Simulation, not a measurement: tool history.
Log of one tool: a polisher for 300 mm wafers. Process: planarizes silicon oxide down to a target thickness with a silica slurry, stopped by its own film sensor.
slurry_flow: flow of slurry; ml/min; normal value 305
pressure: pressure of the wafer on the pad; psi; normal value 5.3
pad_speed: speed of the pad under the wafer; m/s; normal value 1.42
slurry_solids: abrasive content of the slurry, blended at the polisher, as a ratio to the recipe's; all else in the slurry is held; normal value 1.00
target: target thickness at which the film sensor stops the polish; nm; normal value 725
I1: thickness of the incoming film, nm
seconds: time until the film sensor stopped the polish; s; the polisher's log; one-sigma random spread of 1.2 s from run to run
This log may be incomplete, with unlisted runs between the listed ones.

{"run": 1, "hour": 0.0, "slurry_flow": 305, "pressure": 6.3, "pad_speed": 1.42, "slurry_solids": 1.0, "target": 725, "I1": 1121.9, "seconds": 72.9}
{"run": 2, "hour": 18.4, "slurry_flow": 305, "pressure": 4.5, "pad_speed": 1.42, "slurry_solids": 1.0, "target": 725, "I1": 1129.9, "seconds": 97.9}
{"run": 3, "hour": 49.7, "slurry_flow": 305, "pressure": 4.5, "pad_speed": 1.42, "slurry_solids": 1.0, "target": 725, "I1": 1142.6, "seconds": 103.6}
{"run": 4, "hour": 73.3, "slurry_flow": 360, "pressure": 4.5, "pad_speed": 1.42, "slurry_solids": 1.0, "target": 725, "I1": 1105.6, "seconds": 92.5}
{"run": 5, "hour": 86.2, "slurry_flow": 305, "pressure": 5.3, "pad_speed": 1.42, "slurry_solids": 1.0, "target": 725, "I1": 1108.6, "seconds": 82.8}
{"run": 6, "hour": 99.4, "slurry_flow": 400, "pressure": 4.4, "pad_speed": 1.42, "slurry_solids": 1.0, "target": 725, "I1": 1136.9, "seconds": 99.4}
{"run": 7, "hour": 115.2, "slurry_flow": 305, "pressure": 5.3, "pad_speed": 1.42, "slurry_solids": 0.9, "target": 725, "I1": 1124.1, "seconds": 90.8}
{"hour": 129.8, "done": "conditioning disc replaced and pad reconditioned"}
{"hour": 134.6, "done": "slurry nozzle cleaned"}
{"run": 8, "hour": 137.6, "slurry_flow": 305, "pressure": 5.3, "pad_speed": 1.42, "slurry_solids": 1.0, "target": 655, "I1": 1128.7, "seconds": 100.6}
{"run": 9, "hour": 191.4, "slurry_flow": 305, "pressure": 3.5, "pad_speed": 1.86, "slurry_solids": 1.25, "target": 684, "I1": 1119.9, "seconds": 97.2}
{"hour": 208.1, "done": "worn pad replaced by a new one"}
{"run": 10, "hour": 212.3, "slurry_flow": 305, "pressure": 5.3, "pad_speed": 1.42, "slurry_solids": 1.0, "target": 725, "I1": 1103.7, "seconds": 87.1}
{"hour": 216.1, "done": "head pressure recalibrated"}
{"run": 11, "hour": 246.4, "slurry_flow": 305, "pressure": 4.5, "pad_speed": 1.42, "slurry_solids": 1.0, "target": 725, "I1": 1121.7, "seconds": 103.3}
{"hour": 276.5, "done": "slurry blender recalibrated"}
{"run": 12, "hour": 279.0, "slurry_flow": 305, "pressure": 6.3, "pad_speed": 1.6, "slurry_solids": 0.75, "target": 775, "I1": 1120.2, "seconds": 67.8}
{"run": 13, "hour": 310.8, "slurry_flow": 305, "pressure": 5.3, "pad_speed": 1.42, "slurry_solids": 1.0, "target": 725, "I1": 1126.1, "seconds": 83.1}
{"run": 14, "hour": 333.8, "slurry_flow": 305, "pressure": 5.3, "pad_speed": 1.88, "slurry_solids": 1.0, "target": 620, "I1": 1118.4, "seconds": 84.4}
{"run": 15, "hour": 357.9, "slurry_flow": 305, "pressure": 7.2, "pad_speed": 1.42, "slurry_solids": 1.0, "target": 725, "I1": 1125.0, "seconds": 62.1}
{"run": 16, "hour": 393.5, "slurry_flow": 305, "pressure": 4.0, "pad_speed": 1.7, "slurry_solids": 1.0, "target": 725, "I1": 1125.3, "seconds": 91.1}
{"hour": 412.0, "done": "worn pad replaced by a new one, of another model than before"}
{"run": 17, "hour": 424.4, "slurry_flow": 245, "pressure": 3.6, "pad_speed": 1.68, "slurry_solids": 1.0, "target": 761, "I1": 1125.8, "seconds": 93.3}
{"run": 18, "hour": 443.4, "slurry_flow": 305, "pressure": 4.8, "pad_speed": 1.42, "slurry_solids": 1.0, "target": 725, "I1": 1110.6, "seconds": 86.6}
{"hour": 471.3, "done": "slurry nozzle cleaned"}
{"hour": 474.0, "done": "conditioning disc replaced and pad reconditioned"}
{"run": 19, "hour": 476.4, "slurry_flow": 305, "pressure": 3.5, "pad_speed": 1.86, "slurry_solids": 1.25, "target": 684, "I1": 1118.2, "seconds": 94.1}
{"run": 20, "hour": 502.7, "slurry_flow": 305, "pressure": 6.2, "pad_speed": 1.42, "slurry_solids": 1.1, "target": 725, "I1": 1119.8, "seconds": 73.1}
{"run": 21, "hour": 600.8, "slurry_flow": 305, "pressure": 5.3, "pad_speed": 1.88, "slurry_solids": 0.85, "target": 646, "I1": 1134.1, "seconds": 103.5}
{"run": 22, "hour": 618.7, "slurry_flow": 305, "pressure": 5.3, "pad_speed": 1.42, "slurry_solids": 1.0, "target": 837, "I1": 1129.5, "seconds": 63.6}
{"run": 23, "hour": 647.8, "slurry_flow": 220, "pressure": 5.3, "pad_speed": 1.84, "slurry_solids": 1.0, "target": 725, "I1": 1118.3, "seconds": 79.7}
{"hour": 664.1, "done": "worn pad replaced by a new one"}
{"run": 24, "hour": 678.3, "slurry_flow": 305, "pressure": 5.3, "pad_speed": 1.1, "slurry_solids": 0.85, "target": 725, "I1": 1104.6, "seconds": 106.3}
{"hour": 708.8, "done": "slurry blender recalibrated"}
{"run": 25, "hour": 744.3, "slurry_flow": 305, "pressure": 5.3, "pad_speed": 1.0, "slurry_solids": 1.0, "target": 793, "I1": 1103.7, "seconds": 72.2}

What was the tool's hidden state at every run in the log?
removal rate lost through wear of the pad, %: 0 across all the runs
slurry flow missing at the pad, %: 0 across all the runs
deviation of the head's pressure from its setpoint, %: 0 across all the runs
time polished since the conditioner stopped cutting, s: 0 across all the runs
H1: abrasive missing from the slurry, %
run=1 H1=3.56
run=2 H1=4.14
run=3 H1=5.26
run=4 H1=6.2
run=5 H1=6.75
run=6 H1=7.34
run=7 H1=8.09
run=8 H1=9.21
run=9 H1=12.2
run=10 H1=13.5
run=11 H1=15.8
run=12 H1=0.718
run=13 H1=0.81
run=14 H1=0.976
run=15 H1=1.24
run=16 H1=1.8
run=17 H1=2.44
run=18 H1=2.91
run=19 H1=3.87
run=20 H1=4.75
run=21 H1=9.01
run=22 H1=9.95
run=23 H1=11.6
run=24 H1=13.4
run=25 H1=1.94

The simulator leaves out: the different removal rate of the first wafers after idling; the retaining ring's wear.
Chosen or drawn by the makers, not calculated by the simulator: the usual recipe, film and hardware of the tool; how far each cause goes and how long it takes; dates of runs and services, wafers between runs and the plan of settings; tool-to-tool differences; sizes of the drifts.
